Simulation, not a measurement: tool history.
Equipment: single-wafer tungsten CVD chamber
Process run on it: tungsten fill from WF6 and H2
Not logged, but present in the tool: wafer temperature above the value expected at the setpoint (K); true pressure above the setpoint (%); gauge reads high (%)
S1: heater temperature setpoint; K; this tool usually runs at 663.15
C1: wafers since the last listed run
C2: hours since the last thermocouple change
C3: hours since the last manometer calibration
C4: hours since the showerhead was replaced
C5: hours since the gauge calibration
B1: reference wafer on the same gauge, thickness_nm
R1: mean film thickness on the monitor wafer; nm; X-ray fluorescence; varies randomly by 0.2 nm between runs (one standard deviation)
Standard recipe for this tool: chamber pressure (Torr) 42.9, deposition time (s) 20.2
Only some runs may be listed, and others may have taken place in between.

{"run": 1, "day": 0.0, "S1": 670.15, "chamber pressure (Torr)": 42.9, "deposition time (s)": 23.3, "C1": 0, "C2": 917.7, "C3": 2118.7, "C4": 6770.4, "C5": 2077.1, "B1": 47.261, "R1": 64.189}
{"run": 2, "day": 2.362, "S1": 670.15, "chamber pressure (Torr)": 42.9, "deposition time (s)": 23.3, "C1": 1200, "C2": 974.4, "C3": 2175.4, "C4": 6827.1, "C5": 2133.8, "B1": 47.293, "R1": 64.158}
{"day": 3.267, "done": "capacitance manometer re-zeroed and calibrated"}
{"run": 3, "day": 3.708, "S1": 663.15, "chamber pressure (Torr)": 42.9, "deposition time (s)": 20.2, "C1": 514, "C2": 1006.7, "C3": 10.6, "C4": 6859.4, "C5": 2166.1, "B1": 47.33, "R1": 49.379}
{"run": 4, "day": 5.925, "S1": 663.15, "chamber pressure (Torr)": 42.9, "deposition time (s)": 20.2, "C1": 1125, "C2": 1059.9, "C3": 63.8, "C4": 6912.6, "C5": 2219.3, "B1": 47.32, "R1": 49.272}
{"run": 5, "day": 7.208, "S1": 663.15, "chamber pressure (Torr)": 42.9, "deposition time (s)": 20.2, "C1": 651, "C2": 1090.7, "C3": 94.6, "C4": 6943.4, "C5": 2250.1, "B1": 47.271, "R1": 49.439}
{"day": 9.442, "done": "showerhead replaced"}
{"run": 6, "day": 10.05, "S1": 663.15, "chamber pressure (Torr)": 42.9, "deposition time (s)": 20.2, "C1": 1274, "C2": 1158.9, "C3": 162.8, "C4": 14.6, "C5": 2318.3, "B1": 47.372, "R1": 49.188}
{"run": 7, "day": 11.542, "S1": 663.15, "chamber pressure (Torr)": 42.9, "deposition time (s)": 20.2, "C1": 757, "C2": 1194.7, "C3": 198.6, "C4": 50.4, "C5": 2354.1, "B1": 47.407, "R1": 49.295}
{"run": 8, "day": 14.312, "S1": 663.15, "chamber pressure (Torr)": 42.9, "deposition time (s)": 20.2, "C1": 1407, "C2": 1261.2, "C3": 265.1, "C4": 116.9, "C5": 2420.6, "B1": 47.267, "R1": 48.931}
{"day": 15.275, "done": "thermocouple changed; heater temperature recalibrated"}
{"run": 9, "day": 15.767, "S1": 671.15, "chamber pressure (Torr)": 48.8, "deposition time (s)": 17.9, "C1": 569, "C2": 11.8, "C3": 300.0, "C4": 151.8, "C5": 2455.5, "B1": 47.283, "R1": 54.66}
{"run": 10, "day": 18.138, "S1": 652.15, "chamber pressure (Torr)": 36.8, "deposition time (s)": 21.8, "C1": 1204, "C2": 68.7, "C3": 356.9, "C4": 208.7, "C5": 2512.4, "B1": 47.326, "R1": 41.653}
{"run": 11, "day": 19.338, "S1": 675.15, "chamber pressure (Torr)": 42.9, "deposition time (s)": 21.6, "C1": 609, "C2": 97.5, "C3": 385.7, "C4": 237.5, "C5": 2541.2, "B1": 47.314, "R1": 66.034}
{"run": 12, "day": 22.333, "S1": 663.15, "chamber pressure (Torr)": 42.9, "deposition time (s)": 20.2, "C1": 1521, "C2": 169.4, "C3": 457.6, "C4": 309.4, "C5": 2613.1, "B1": 47.316, "R1": 50.884}
{"day": 23.342, "done": "gauge calibrated"}
{"run": 13, "day": 23.392, "S1": 670.15, "chamber pressure (Torr)": 33.2, "deposition time (s)": 23.2, "C1": 537, "C2": 194.8, "C3": 483.0, "C4": 334.8, "C5": 1.2, "B1": 47.24, "R1": 57.568}
{"run": 14, "day": 26.017, "S1": 670.15, "chamber pressure (Torr)": 32.9, "deposition time (s)": 20.2, "C1": 1333, "C2": 257.8, "C3": 546.0, "C4": 397.8, "C5": 64.2, "B1": 47.275, "R1": 49.652}
{"run": 15, "day": 27.733, "S1": 650.15, "chamber pressure (Torr)": 35.8, "deposition time (s)": 19.1, "C1": 871, "C2": 299.0, "C3": 587.2, "C4": 439.0, "C5": 105.4, "B1": 47.326, "R1": 34.582}
{"run": 16, "day": 30.688, "S1": 677.15, "chamber pressure (Torr)": 49.7, "deposition time (s)": 20.2, "C1": 1500, "C2": 369.9, "C3": 658.1, "C4": 509.9, "C5": 176.3, "B1": 47.219, "R1": 67.262}
{"run": 17, "day": 32.004, "S1": 663.15, "chamber pressure (Torr)": 39.6, "deposition time (s)": 21.9, "C1": 668, "C2": 401.5, "C3": 689.7, "C4": 541.5, "C5": 207.9, "B1": 47.273, "R1": 52.605}
{"run": 18, "day": 34.304, "S1": 654.15, "chamber pressure (Torr)": 48.3, "deposition time (s)": 20.2, "C1": 1168, "C2": 456.7, "C3": 744.9, "C4": 596.7, "C5": 263.1, "B1": 47.413, "R1": 45.23}
{"run": 19, "day": 41.912, "S1": 652.15, "chamber pressure (Torr)": 46.6, "deposition time (s)": 16.9, "C1": 3864, "C2": 639.3, "C3": 927.5, "C4": 779.3, "C5": 445.7, "B1": 47.303, "R1": 35.824}
{"run": 20, "day": 43.096, "S1": 663.15, "chamber pressure (Torr)": 51.1, "deposition time (s)": 20.2, "C1": 601, "C2": 667.7, "C3": 955.9, "C4": 807.7, "C5": 474.1, "B1": 47.271, "R1": 54.194}
{"run": 21, "day": 44.8, "S1": 663.15, "chamber pressure (Torr)": 42.9, "deposition time (s)": 20.2, "C1": 865, "C2": 708.6, "C3": 996.8, "C4": 848.6, "C5": 515.0, "B1": 47.331, "R1": 49.522}
{"run": 22, "day": 46.971, "S1": 668.15, "chamber pressure (Torr)": 42.9, "deposition time (s)": 16.6, "C1": 1102, "C2": 760.7, "C3": 1048.9, "C4": 900.7, "C5": 567.1, "B1": 47.26, "R1": 44.36}
{"run": 23, "day": 48.117, "S1": 648.15, "chamber pressure (Torr)": 39.9, "deposition time (s)": 24.1, "C1": 582, "C2": 788.2, "C3": 1076.4, "C4": 928.2, "C5": 594.6, "B1": 47.32, "R1": 43.665}
{"run": 24, "day": 49.929, "S1": 663.15, "chamber pressure (Torr)": 42.9, "deposition time (s)": 20.2, "C1": 920, "C2": 831.7, "C3": 1119.9, "C4": 971.7, "C5": 638.1, "B1": 47.181, "R1": 49.401}
{"run": 25, "day": 51.871, "S1": 663.15, "chamber pressure (Torr)": 40.2, "deposition time (s)": 20.2, "C1": 986, "C2": 878.3, "C3": 1166.5, "C4": 1018.3, "C5": 684.7, "B1": 47.333, "R1": 47.724}
{"run": 26, "day": 54.333, "S1": 663.15, "chamber pressure (Torr)": 51.8, "deposition time (s)": 20.2, "C1": 1250, "C2": 937.4, "C3": 1225.6, "C4": 1077.4, "C5": 743.8, "B1": 47.313, "R1": 53.861}
{"run": 27, "day": 55.504, "S1": 663.15, "chamber pressure (Torr)": 40.0, "deposition time (s)": 22.4, "C1": 594, "C2": 965.5, "C3": 1253.7, "C4": 1105.5, "C5": 771.9, "B1": 47.334, "R1": 53.105}
{"run": 28, "day": 57.075, "S1": 663.15, "chamber pressure (Torr)": 42.9, "deposition time (s)": 20.2, "C1": 797, "C2": 1003.2, "C3": 1291.4, "C4": 1143.2, "C5": 809.6, "B1": 47.321, "R1": 49.153}
{"run": 29, "day": 59.912, "S1": 655.15, "chamber pressure (Torr)": 37.7, "deposition time (s)": 23.9, "C1": 1441, "C2": 1071.3, "C3": 1359.5, "C4": 1211.3, "C5": 877.7, "B1": 47.327, "R1": 47.545}
{"day": 61.192, "done": "thermocouple changed; heater temperature recalibrated"}
{"run": 30, "day": 62.433, "S1": 663.15, "chamber pressure (Torr)": 42.9, "deposition time (s)": 17.6, "C1": 1111, "C2": 29.8, "C3": 1420.0, "C4": 1271.8, "C5": 938.2, "B1": 47.287, "R1": 43.967}
{"run": 31, "day": 64.638, "S1": 663.15, "chamber pressure (Torr)": 42.9, "deposition time (s)": 20.2, "C1": 1119, "C2": 82.7, "C3": 1472.9, "C4": 1324.7, "C5": 991.1, "B1": 47.266, "R1": 51.093}
{"run": 32, "day": 66.558, "S1": 671.15, "chamber pressure (Torr)": 42.9, "deposition time (s)": 23.3, "C1": 975, "C2": 128.8, "C3": 1519.0, "C4": 1370.8, "C5": 1037.2, "B1": 47.327, "R1": 66.684}
{"run": 33, "day": 68.392, "S1": 653.15, "chamber pressure (Torr)": 49.6, "deposition time (s)": 20.2, "C1": 931, "C2": 172.8, "C3": 1563.0, "C4": 1414.8, "C5": 1081.2, "B1": 47.312, "R1": 45.426}

Predict each of these 5 candidate next runs independently; none follows another, all start after run 33:
{"run": "A", "day": 68.408, "S1": 663.15, "chamber pressure (Torr)": 36.0, "deposition time (s)": 20.2, "C1": 8, "C2": 173.2, "C3": 1563.4, "C4": 1415.2, "C5": 1081.6, "B1": "?", "R1": "?"}
{"run": "B", "day": 68.408, "S1": 675.15, "chamber pressure (Torr)": 46.7, "deposition time (s)": 22.5, "C1": 8, "C2": 173.2, "C3": 1563.4, "C4": 1415.2, "C5": 1081.6, "B1": "?", "R1": "?"}
{"run": "C", "day": 68.408, "S1": 674.15, "chamber pressure (Torr)": 32.4, "deposition time (s)": 20.2, "C1": 8, "C2": 173.2, "C3": 1563.4, "C4": 1415.2, "C5": 1081.6, "B1": "?", "R1": "?"}
{"run": "D", "day": 68.408, "S1": 673.15, "chamber pressure (Torr)": 32.8, "deposition time (s)": 20.2, "C1": 8, "C2": 173.2, "C3": 1563.4, "C4": 1415.2, "C5": 1081.6, "B1": "?", "R1": "?"}
{"run": "E", "day": 68.408, "S1": 663.15, "chamber pressure (Torr)": 52.0, "deposition time (s)": 22.9, "C1": 8, "C2": 173.2, "C3": 1563.4, "C4": 1415.2, "C5": 1081.6, "B1": "?", "R1": "?"}

run=A B1=47.322 R1=46.564
run=B B1=47.322 R1=71.911
run=C B1=47.322 R1=52.993
run=D B1=47.322 R1=52.458
run=E B1=47.322 R1=63.147
What these runs would have given with no unlogged condition in the tool:
run=A R1=46.915
run=B R1=72.405
run=C R1=53.372
run=D R1=52.834
run=E R1=63.623
